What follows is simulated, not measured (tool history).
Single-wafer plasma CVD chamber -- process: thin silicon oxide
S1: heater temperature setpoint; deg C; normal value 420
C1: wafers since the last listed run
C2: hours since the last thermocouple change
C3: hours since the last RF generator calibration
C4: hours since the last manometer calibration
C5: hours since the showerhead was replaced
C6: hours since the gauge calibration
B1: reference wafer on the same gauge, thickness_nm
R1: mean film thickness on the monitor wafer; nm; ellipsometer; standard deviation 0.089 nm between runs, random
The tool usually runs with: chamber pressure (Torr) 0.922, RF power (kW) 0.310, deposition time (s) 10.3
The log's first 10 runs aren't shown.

{"run": 11, "day": 22.538, "S1": 433, "chamber pressure (Torr)": 0.775, "RF power (kW)": 0.31, "deposition time (s)": 9.6, "C1": 2497, "C2": 1088.8, "C3": 417.8, "C4": 1349.5, "C5": 3275.4, "C6": 1513.2, "B1": 18.387, "R1": 17.205}
{"run": 12, "day": 23.971, "S1": 420, "chamber pressure (Torr)": 0.922, "RF power (kW)": 0.31, "deposition time (s)": 11.6, "C1": 1088, "C2": 1123.2, "C3": 452.2, "C4": 1383.9, "C5": 3309.8, "C6": 1547.6, "B1": 18.411, "R1": 25.059}
{"run": 13, "day": 26.254, "S1": 420, "chamber pressure (Torr)": 0.922, "RF power (kW)": 0.275, "deposition time (s)": 11.2, "C1": 1734, "C2": 1178.0, "C3": 507.0, "C4": 1438.7, "C5": 3364.6, "C6": 1602.4, "B1": 18.38, "R1": 23.325}
{"run": 14, "day": 27.662, "S1": 408, "chamber pressure (Torr)": 1.077, "RF power (kW)": 0.31, "deposition time (s)": 10.3, "C1": 1069, "C2": 1211.8, "C3": 540.8, "C4": 1472.5, "C5": 3398.4, "C6": 1636.2, "B1": 18.424, "R1": 25.573}
{"run": 15, "day": 29.125, "S1": 406, "chamber pressure (Torr)": 1.12, "RF power (kW)": 0.295, "deposition time (s)": 8.3, "C1": 1110, "C2": 1246.9, "C3": 575.9, "C4": 1507.6, "C5": 3433.5, "C6": 1671.3, "B1": 18.418, "R1": 20.745}
{"day": 30.317, "done": "thermocouple changed; heater temperature recalibrated"}
{"run": 16, "day": 30.429, "S1": 420, "chamber pressure (Torr)": 0.817, "RF power (kW)": 0.31, "deposition time (s)": 10.3, "C1": 737, "C2": 2.7, "C3": 607.2, "C4": 1538.9, "C5": 3464.8, "C6": 1702.6, "B1": 18.386, "R1": 19.764}
{"day": 31.504, "done": "showerhead replaced"}
{"run": 17, "day": 32.183, "S1": 416, "chamber pressure (Torr)": 0.83, "RF power (kW)": 0.28, "deposition time (s)": 10.3, "C1": 1079, "C2": 44.8, "C3": 649.3, "C4": 1581.0, "C5": 16.3, "C6": 1744.7, "B1": 18.396, "R1": 19.575}
{"day": 34.5, "done": "capacitance manometer re-zeroed and calibrated"}
{"run": 18, "day": 35.042, "S1": 420, "chamber pressure (Torr)": 0.922, "RF power (kW)": 0.31, "deposition time (s)": 11.4, "C1": 1918, "C2": 113.4, "C3": 717.9, "C4": 13.0, "C5": 84.9, "C6": 1813.3, "B1": 18.398, "R1": 24.762}
{"run": 19, "day": 36.875, "S1": 420, "chamber pressure (Torr)": 0.752, "RF power (kW)": 0.27, "deposition time (s)": 12.1, "C1": 1392, "C2": 157.4, "C3": 761.9, "C4": 57.0, "C5": 128.9, "C6": 1857.3, "B1": 18.432, "R1": 20.204}
{"day": 37.896, "done": "gauge calibrated"}
{"run": 20, "day": 38.004, "S1": 420, "chamber pressure (Torr)": 1.072, "RF power (kW)": 0.335, "deposition time (s)": 10.3, "C1": 857, "C2": 184.5, "C3": 789.0, "C4": 84.1, "C5": 156.0, "C6": 2.6, "B1": 18.391, "R1": 25.742}
{"run": 21, "day": 40.412, "S1": 420, "chamber pressure (Torr)": 0.922, "RF power (kW)": 0.31, "deposition time (s)": 10.3, "C1": 1829, "C2": 242.3, "C3": 846.8, "C4": 141.9, "C5": 213.8, "C6": 60.4, "B1": 18.403, "R1": 22.118}
{"run": 22, "day": 42.908, "S1": 420, "chamber pressure (Torr)": 0.922, "RF power (kW)": 0.26, "deposition time (s)": 10.3, "C1": 1895, "C2": 302.2, "C3": 906.7, "C4": 201.8, "C5": 273.7, "C6": 120.3, "B1": 18.402, "R1": 20.925}
{"run": 23, "day": 44.675, "S1": 420, "chamber pressure (Torr)": 0.922, "RF power (kW)": 0.265, "deposition time (s)": 10.3, "C1": 1342, "C2": 344.6, "C3": 949.1, "C4": 244.2, "C5": 316.1, "C6": 162.7, "B1": 18.395, "R1": 21.219}
{"run": 24, "day": 46.512, "S1": 410, "chamber pressure (Torr)": 0.712, "RF power (kW)": 0.31, "deposition time (s)": 9.6, "C1": 1395, "C2": 388.7, "C3": 993.2, "C4": 288.3, "C5": 360.2, "C6": 206.8, "B1": 18.401, "R1": 15.765}
{"run": 25, "day": 47.658, "S1": 420, "chamber pressure (Torr)": 0.922, "RF power (kW)": 0.31, "deposition time (s)": 10.3, "C1": 870, "C2": 416.2, "C3": 1020.7, "C4": 315.8, "C5": 387.7, "C6": 234.3, "B1": 18.389, "R1": 22.433}
{"run": 26, "day": 49.325, "S1": 420, "chamber pressure (Torr)": 0.922, "RF power (kW)": 0.31, "deposition time (s)": 11.9, "C1": 1266, "C2": 456.2, "C3": 1060.7, "C4": 355.8, "C5": 427.7, "C6": 274.3, "B1": 18.419, "R1": 25.854}
{"run": 27, "day": 52.167, "S1": 420, "chamber pressure (Torr)": 1.1, "RF power (kW)": 0.26, "deposition time (s)": 10.3, "C1": 2158, "C2": 524.4, "C3": 1128.9, "C4": 424.0, "C5": 495.9, "C6": 342.5, "B1": 18.372, "R1": 24.339}
{"run": 28, "day": 54.117, "S1": 424, "chamber pressure (Torr)": 1.069, "RF power (kW)": 0.31, "deposition time (s)": 10.3, "C1": 1481, "C2": 571.2, "C3": 1175.7, "C4": 470.8, "C5": 542.7, "C6": 389.3, "B1": 18.388, "R1": 25.182}
{"run": 29, "day": 55.117, "S1": 420, "chamber pressure (Torr)": 0.756, "RF power (kW)": 0.31, "deposition time (s)": 8.9, "C1": 759, "C2": 595.2, "C3": 1199.7, "C4": 494.8, "C5": 566.7, "C6": 413.3, "B1": 18.418, "R1": 15.576}
{"run": 30, "day": 56.804, "S1": 420, "chamber pressure (Torr)": 0.922, "RF power (kW)": 0.31, "deposition time (s)": 10.3, "C1": 1281, "C2": 635.7, "C3": 1240.2, "C4": 535.3, "C5": 607.2, "C6": 453.8, "B1": 18.383, "R1": 22.19}

Consider 3 possible next runs. They are alternatives, not a sequence: every one starts from the tool as it was left by run 30. What does each give?
{"run": "A", "day": 56.821, "S1": 420, "chamber pressure (Torr)": 0.922, "RF power (kW)": 0.35, "deposition time (s)": 10.3, "C1": 12, "C2": 636.1, "C3": 1240.6, "C4": 535.7, "C5": 607.6, "C6": 454.2, "B1": "?", "R1": "?"}
{"run": "B", "day": 56.821, "S1": 416, "chamber pressure (Torr)": 0.712, "RF power (kW)": 0.35, "deposition time (s)": 10.3, "C1": 12, "C2": 636.1, "C3": 1240.6, "C4": 535.7, "C5": 607.6, "C6": 454.2, "B1": "?", "R1": "?"}
{"run": "C", "day": 56.821, "S1": 425, "chamber pressure (Torr)": 0.922, "RF power (kW)": 0.265, "deposition time (s)": 8.5, "C1": 12, "C2": 636.1, "C3": 1240.6, "C4": 535.7, "C5": 607.6, "C6": 454.2, "B1": "?", "R1": "?"}

run=A B1=18.386 R1=23.135
run=B B1=18.386 R1=17.465
run=C B1=18.386 R1=17.406
What these runs would have given with no unlogged condition in the tool:
run=A R1=23.135
run=B R1=17.465
run=C R1=17.406

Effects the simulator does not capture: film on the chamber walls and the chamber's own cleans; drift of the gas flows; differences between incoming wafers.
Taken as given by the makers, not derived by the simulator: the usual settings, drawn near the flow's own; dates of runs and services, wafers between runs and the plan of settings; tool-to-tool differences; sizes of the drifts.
